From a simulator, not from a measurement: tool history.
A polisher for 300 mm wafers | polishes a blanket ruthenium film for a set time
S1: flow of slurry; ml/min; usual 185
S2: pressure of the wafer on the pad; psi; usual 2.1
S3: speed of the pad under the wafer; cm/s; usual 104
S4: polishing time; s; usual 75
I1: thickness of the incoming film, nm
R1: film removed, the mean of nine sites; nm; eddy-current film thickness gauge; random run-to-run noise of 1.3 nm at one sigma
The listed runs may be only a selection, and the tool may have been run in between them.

Run 1, hour 0.0: usual settings; I1 433.1. Result: R1 99.9 nm.
Run 2, hour 8.1: usual settings; I1 434.3. Result: R1 98.5 nm.
At hour 13.6: worn pad replaced by a new one.
Run 3, hour 42.1: usual settings; I1 432.9. Result: R1 101.0 nm.
Run 4, hour 53.3: usual settings; I1 431.8. Result: R1 100.8 nm.
Run 5, hour 67.3: usual settings; I1 427.5. Result: R1 101.5 nm.
Run 6, hour 76.3: usual settings; I1 435.2. Result: R1 98.4 nm.
At hour 122.0: worn pad replaced by a new one.
Run 7, hour 122.5: usual settings; I1 427.8. Result: R1 101.0 nm.
Run 8, hour 136.1: usual settings; I1 429.5. Result: R1 100.0 nm.
At hour 138.7: slurry nozzle cleaned.
At hour 147.5: head pressure recalibrated.
Run 9, hour 150.4: usual settings; I1 425.2. Result: R1 91.3 nm.
Run 10, hour 161.4: usual settings; I1 432.2. Result: R1 88.5 nm.
Run 11, hour 178.8: usual settings; I1 430.7. Result: R1 90.2 nm.
Run 12, hour 187.4: usual settings; I1 424.9. Result: R1 90.6 nm.
Run 13, hour 204.1: usual settings; I1 433.9. Result: R1 90.2 nm.
Run 14, hour 213.2: usual settings; I1 431.6. Result: R1 90.0 nm.
Run 15, hour 230.6: usual settings; I1 430.0. Result: R1 90.2 nm.
Run 16, hour 246.3: usual settings but S3 82 cm/s; I1 426.7. Result: R1 70.2 nm.
At hour 265.8: worn pad replaced by a new one.
Run 17, hour 266.3: usual settings but S1 235 ml/min; I1 430.2. Result: R1 95.6 nm.
Run 18, hour 277.5: usual settings but S1 235 ml/min; I1 425.8. Result: R1 95.3 nm.
Run 19, hour 294.8: usual settings; I1 427.5. Result: R1 93.4 nm.
Run 20, hour 305.1: usual settings but S2 2.3 psi, S3 86 cm/s, S4 92 s; I1 435.2. Result: R1 101.8 nm.
Run 21, hour 317.5: usual settings but S1 150 ml/min; I1 428.1. Result: R1 88.0 nm.
Run 22, hour 335.5: usual settings; I1 437.0. Result: R1 92.6 nm.
Run 23, hour 349.7: usual settings but S1 135 ml/min, S3 88 cm/s, S4 51 s; I1 428.2. Result: R1 49.4 nm.
Run 24, hour 356.7: usual settings but S4 67 s; I1 433.7. Result: R1 82.0 nm.
At hour 385.1: worn pad replaced by a new one.
Run 25, hour 402.9: usual settings but S2 2.6 psi, S3 94 cm/s, S4 85 s; I1 426.4. Result: R1 115.0 nm.
Run 26, hour 427.8: usual settings but S1 145 ml/min, S3 68 cm/s, S4 64 s; I1 434.9. Result: R1 49.8 nm.
Run 27, hour 442.6: usual settings; I1 437.8. Result: R1 92.4 nm.
Run 28, hour 460.2: usual settings; I1 428.9. Result: R1 92.8 nm.
Run 29, hour 477.6: usual settings but S1 130 ml/min, S3 136 cm/s; I1 427.0. Result: R1 115.3 nm.
Run 30, hour 485.3: usual settings but S1 165 ml/min, S2 2.5 psi, S3 82 cm/s, S4 86 s; I1 427.4. Result: R1 99.1 nm.
Run 31, hour 497.9: usual settings but S1 230 ml/min, S2 1.4 psi, S3 122 cm/s, S4 55 s; I1 430.7. Result: R1 54.9 nm.
At hour 506.4: worn pad replaced by a new one.
Run 32, hour 507.6: usual settings but S1 225 ml/min, S2 2.6 psi, S4 84 s; I1 431.7. Result: R1 132.4 nm.
At hour 523.9: slurry nozzle cleaned.
Run 33, hour 524.8: usual settings; I1 432.4. Result: R1 93.5 nm.
Run 34, hour 534.0: usual settings but S2 1.7 psi, S3 134 cm/s, S4 66 s; I1 424.3. Result: R1 82.9 nm.
Run 35, hour 542.3: usual settings but S1 170 ml/min, S3 134 cm/s, S4 55 s; I1 434.1. Result: R1 86.5 nm.
Run 36, hour 551.9: usual settings but S1 125 ml/min, S4 54 s; I1 432.6. Result: R1 62.6 nm.
Run 37, hour 562.8: usual settings but S3 136 cm/s, S4 65 s; I1 427.1. Result: R1 104.8 nm.
Run 38, hour 577.5: usual settings but S1 140 ml/min, S2 2.5 psi, S3 82 cm/s, S4 56 s; I1 424.7. Result: R1 63.0 nm.

Alternative continuations, all from the tool just after run 38; predict every row:
Run A, hour 577.9: usual settings but S3 134 cm/s; I1 426.9. Result: R1 ?.
Run B, hour 577.9: usual settings but S1 240 ml/min, S2 2.7 psi, S3 132 cm/s, S4 66 s; I1 426.9. Result: R1 ?.
Run C, hour 577.9: usual settings but S1 220 ml/min, S2 1.4 psi; I1 426.9. Result: R1 ?.

run     R1
  A  122.0
  B  140.8
  C   64.7
Without the tool's hidden state the same runs would have given:
run     R1
  A  117.1
  B  135.1
  C   62.1
